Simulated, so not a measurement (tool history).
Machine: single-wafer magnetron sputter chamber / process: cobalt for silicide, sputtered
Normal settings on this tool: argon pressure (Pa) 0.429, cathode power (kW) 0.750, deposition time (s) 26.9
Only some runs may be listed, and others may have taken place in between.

run,day,argon pressure (Pa),cathode power (kW),deposition time (s),wafers since the last listed run,wafers on the sputter target,hours since the last manometer calibration,hours since the magnet pack was replaced,hours since the gauge calibration,"read-back reference wafer on the same gauge, thickness_nm",mean film thickness on the monitor wafer (Å)
1,0.000,0.429,0.650,26.9,0,1753,2707.2,10208.2,131.0,13.204,99.99
2,0.296,0.429,0.650,26.9,107,1861,2714.3,10215.3,138.1,13.193,99.76
3,0.633,0.369,0.750,29.6,122,1984,2722.4,10223.4,146.2,13.205,126.33
4,1.271,0.320,0.850,26.9,231,2215,2737.7,10238.7,161.5,13.210,130.15
5,1.975,0.429,0.750,26.9,255,2471,2754.6,10255.6,178.4,13.198,110.87
6,2.467,0.429,0.750,26.9,178,2649,2766.4,10267.4,190.2,13.201,110.66
7,3.038,0.536,0.700,26.9,207,2857,2780.1,10281.1,203.9,13.191,99.54
# day 3.688: sputter target and shields replaced
8,3.708,0.429,0.750,26.9,122,7,2796.2,10297.2,220.0,13.201,115.22
9,4.092,0.429,0.750,26.9,139,146,2805.4,10306.4,229.2,13.195,114.76
10,4.396,0.429,0.750,26.9,110,257,2812.7,10313.7,236.5,13.189,113.94
11,5.108,0.429,0.750,26.9,258,516,2829.8,10330.8,253.6,13.199,113.29
# day 5.775: capacitance manometer re-zeroed and calibrated
12,5.796,0.429,0.750,26.9,128,644,0.5,10347.3,270.1,13.202,113.42
13,6.267,0.429,0.750,26.9,171,815,11.8,10358.6,281.4,13.199,112.46
14,6.612,0.568,0.600,26.9,125,941,20.1,10366.9,289.7,13.199,88.77
15,6.883,0.553,0.750,22.8,98,1039,26.6,10373.4,296.2,13.195,89.32
# day 6.908: gauge calibrated
16,7.458,0.497,0.650,26.9,208,1248,40.4,10387.2,13.2,13.194,97.56
17,8.125,0.429,0.750,26.9,242,1490,56.4,10403.2,29.2,13.198,112.33
18,8.775,0.325,0.750,21.7,236,1726,72.0,10418.8,44.8,13.203,95.39
19,10.650,0.429,0.650,22.6,681,2407,117.0,10463.8,89.8,13.195,84.64
20,11.196,0.429,0.600,26.9,198,2606,130.1,10476.9,102.9,13.197,94.90
21,11.917,0.514,0.650,22.9,261,2867,147.4,10494.2,120.2,13.199,81.56
22,12.308,0.429,0.750,26.9,142,3010,156.8,10503.6,129.6,13.205,111.67
23,12.829,0.429,0.750,26.9,189,3199,169.3,10516.1,142.1,13.194,111.71
# day 13.425: sputter target and shields replaced
# day 13.517: magnet pack replaced
24,13.538,0.320,0.900,31.6,104,7,186.3,0.5,159.1,13.202,164.12
25,13.792,0.337,0.650,26.9,92,100,192.4,6.6,165.2,13.197,107.14
26,14.442,0.385,0.900,29.8,236,336,208.0,22.2,180.8,13.203,149.37
27,14.867,0.360,0.750,22.9,154,490,218.2,32.4,191.0,13.187,100.23
28,17.075,0.506,0.900,26.9,802,1292,271.2,85.4,244.0,13.207,125.45
29,17.729,0.598,0.750,28.4,237,1530,286.9,101.1,259.7,13.196,108.67
30,18.238,0.429,0.750,26.9,184,1715,299.1,113.3,271.9,13.208,112.91
31,18.971,0.429,0.750,26.9,266,1981,316.7,130.9,289.5,13.199,112.21
32,19.638,0.516,0.800,26.9,242,2223,332.7,146.9,305.5,13.198,112.52
33,20.033,0.429,0.750,26.9,143,2367,342.2,156.4,315.0,13.198,112.08
34,20.638,0.429,0.750,26.9,219,2586,356.7,170.9,329.5,13.213,111.66
# day 20.683: gauge calibrated
35,20.954,0.429,0.750,26.9,115,2701,364.3,178.5,6.5,13.200,111.23
36,21.221,0.429,0.750,26.9,96,2798,370.7,184.9,12.9,13.198,111.53

Here are 3 independent what-if runs from the current tool condition. What would each one return?
A,21.238,0.318,0.750,26.9,6,2804,371.1,185.3,13.3,?,?
B,21.238,0.310,0.750,30.4,6,2804,371.1,185.3,13.3,?,?
C,21.238,0.288,0.800,29.7,6,2804,371.1,185.3,13.3,?,?

run,"read-back reference wafer on the same gauge, thickness_nm",mean film thickness on the monitor wafer (Å)
A,13.199,118.65
B,13.199,134.66
C,13.199,140.06
Without the tool's hidden state the same runs would have given:
run,mean film thickness on the monitor wafer (Å)
A,122.39
B,138.91
C,144.48

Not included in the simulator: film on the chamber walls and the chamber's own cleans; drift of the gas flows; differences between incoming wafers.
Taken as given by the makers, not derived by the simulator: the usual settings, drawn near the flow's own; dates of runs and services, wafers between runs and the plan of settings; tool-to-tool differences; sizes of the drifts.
